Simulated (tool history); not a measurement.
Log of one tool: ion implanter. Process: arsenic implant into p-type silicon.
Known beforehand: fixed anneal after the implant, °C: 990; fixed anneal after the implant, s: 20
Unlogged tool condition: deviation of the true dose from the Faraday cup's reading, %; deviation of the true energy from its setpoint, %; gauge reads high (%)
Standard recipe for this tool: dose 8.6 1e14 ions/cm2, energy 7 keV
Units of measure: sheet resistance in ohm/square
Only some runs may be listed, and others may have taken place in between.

| run | day | dose | energy | wafers since the last listed run | hours since the last dose calibration | hours since the extraction supply was calibrated | hours since the gauge calibration | read-back reference wafer on the same gauge, sheet resistance | sheet resistance |
|---|---|---|---|---|---|---|---|---|---|
| 1 | 0 | 8.6 | 7 | 0 | 947.3 | 4364.5 | 1360.7 | 194.04 | 176.79 |
| 2 | 2.6 | 8.6 | 8 | 1360 | 1009.7 | 4426.9 | 1423.1 | 194.02 | 172.87 |
|  | 3.575 | Faraday cup replaced and dose calibrated |
| 3 | 4.904 | 8.6 | 8 | 1031 | 31.9 | 4482.2 | 1478.4 | 193.97 | 174.85 |
| 4 | 6.729 | 8.6 | 8 | 955 | 75.7 | 4526 | 1522.2 | 194.04 | 174.46 |
| 5 | 7.833 | 8.6 | 7 | 577 | 102.2 | 4552.5 | 1548.7 | 194.01 | 178.05 |
| 6 | 8.958 | 8.6 | 7 | 588 | 129.2 | 4579.5 | 1575.7 | 194.04 | 177.73 |
| 7 | 11.079 | 8.6 | 7 | 1109 | 180.1 | 4630.4 | 1626.6 | 194.03 | 177.31 |
| 8 | 12.158 | 8.6 | 7 | 564 | 206 | 4656.3 | 1652.5 | 194.05 | 177.19 |
| 9 | 14.783 | 8.6 | 7 | 1373 | 269 | 4719.3 | 1715.5 | 194 | 177.04 |
| 10 | 17.454 | 8.6 | 5.5 | 1397 | 333.1 | 4783.4 | 1779.6 | 193.96 | 183.64 |
| 11 | 18.754 | 8.6 | 5.5 | 680 | 364.3 | 4814.6 | 1810.8 | 194.01 | 183.46 |
| 12 | 20.9 | 8.6 | 7 | 1123 | 415.8 | 4866.1 | 1862.3 | 194.01 | 177.49 |
| 13 | 23.546 | 8.6 | 7 | 1384 | 479.3 | 4929.6 | 1925.8 | 194.02 | 176.3 |
| 14 | 25.754 | 8.6 | 7 | 1155 | 532.3 | 4982.6 | 1978.8 | 193.93 | 176.4 |
| 15 | 28.604 | 8.6 | 7 | 1491 | 600.7 | 5051 | 2047.2 | 194.08 | 175.91 |
|  | 29.15 | gauge calibrated |
| 16 | 30.217 | 10.87 | 5 | 843 | 639.4 | 5089.7 | 25.6 | 193.96 | 174.08 |
| 17 | 32.446 | 6.99 | 7 | 1166 | 692.9 | 5143.2 | 79.1 | 194.01 | 191.19 |
| 18 | 35.079 | 8.6 | 7 | 1378 | 756.1 | 5206.4 | 142.3 | 194.02 | 176.22 |
|  | 35.704 | extraction supply calibrated |
| 19 | 37.933 | 7.72 | 9.5 | 1319 | 824.6 | 53.5 | 210.8 | 194.04 | 175.52 |
| 20 | 39.542 | 8.6 | 7 | 841 | 863.2 | 92.1 | 249.4 | 193.97 | 176.34 |
| 21 | 42.438 | 7.75 | 4.5 | 1515 | 932.7 | 161.6 | 318.9 | 193.99 | 194.49 |
| 22 | 44.725 | 6.75 | 6 | 1197 | 987.6 | 216.5 | 373.8 | 194.07 | 198.46 |
|  | 46.396 | Faraday cup replaced and dose calibrated |
| 23 | 46.417 | 9.73 | 5.5 | 710 | 0.5 | 257.1 | 414.4 | 194.05 | 177.86 |
| 24 | 49.121 | 8.6 | 7 | 1415 | 65.4 | 322 | 479.3 | 193.97 | 177.89 |
| 25 | 53.45 | 10.92 | 7 | 2265 | 169.3 | 425.9 | 583.2 | 194 | 164.84 |
| 26 | 54.654 | 9.55 | 7.5 | 630 | 198.2 | 454.8 | 612.1 | 193.96 | 169.95 |
| 27 | 55.767 | 8.6 | 7 | 582 | 224.9 | 481.5 | 638.8 | 193.99 | 177.81 |
| 28 | 58.529 | 8.6 | 7 | 1445 | 291.2 | 547.8 | 705.1 | 194.02 | 177.77 |
| 29 | 59.867 | 10.7 | 5 | 699 | 323.3 | 579.9 | 737.2 | 194 | 175.31 |
| 30 | 62.517 | 8.6 | 7 | 1386 | 386.9 | 643.5 | 800.8 | 193.91 | 177.53 |
| 31 | 65.375 | 11.08 | 9 | 1495 | 455.5 | 712.1 | 869.4 | 194.05 | 157.04 |

What if the next run were any one of these 4? Each begins from the tool's condition after run 31:
| A | 65.392 | 8.6 | 7 | 8 | 455.9 | 712.5 | 869.8 | ? | ? |
| B | 65.392 | 9.35 | 8.5 | 8 | 455.9 | 712.5 | 869.8 | ? | ? |
| C | 65.392 | 10.03 | 6 | 8 | 455.9 | 712.5 | 869.8 | ? | ? |
| D | 65.392 | 6.89 | 8 | 8 | 455.9 | 712.5 | 869.8 | ? | ? |

| run | read-back reference wafer on the same gauge, sheet resistance | sheet resistance |
|---|---|---|
| A | 194.02 | 177.81 |
| B | 194.02 | 167.63 |
| C | 194.02 | 173.41 |
| D | 194.02 | 191.07 |
Without the tool's unlogged condition, the same runs would have read:
| run | sheet resistance |
|---|---|
| A | 178.8 |
| B | 168.53 |
| C | 174.2 |
| D | 192.49 |
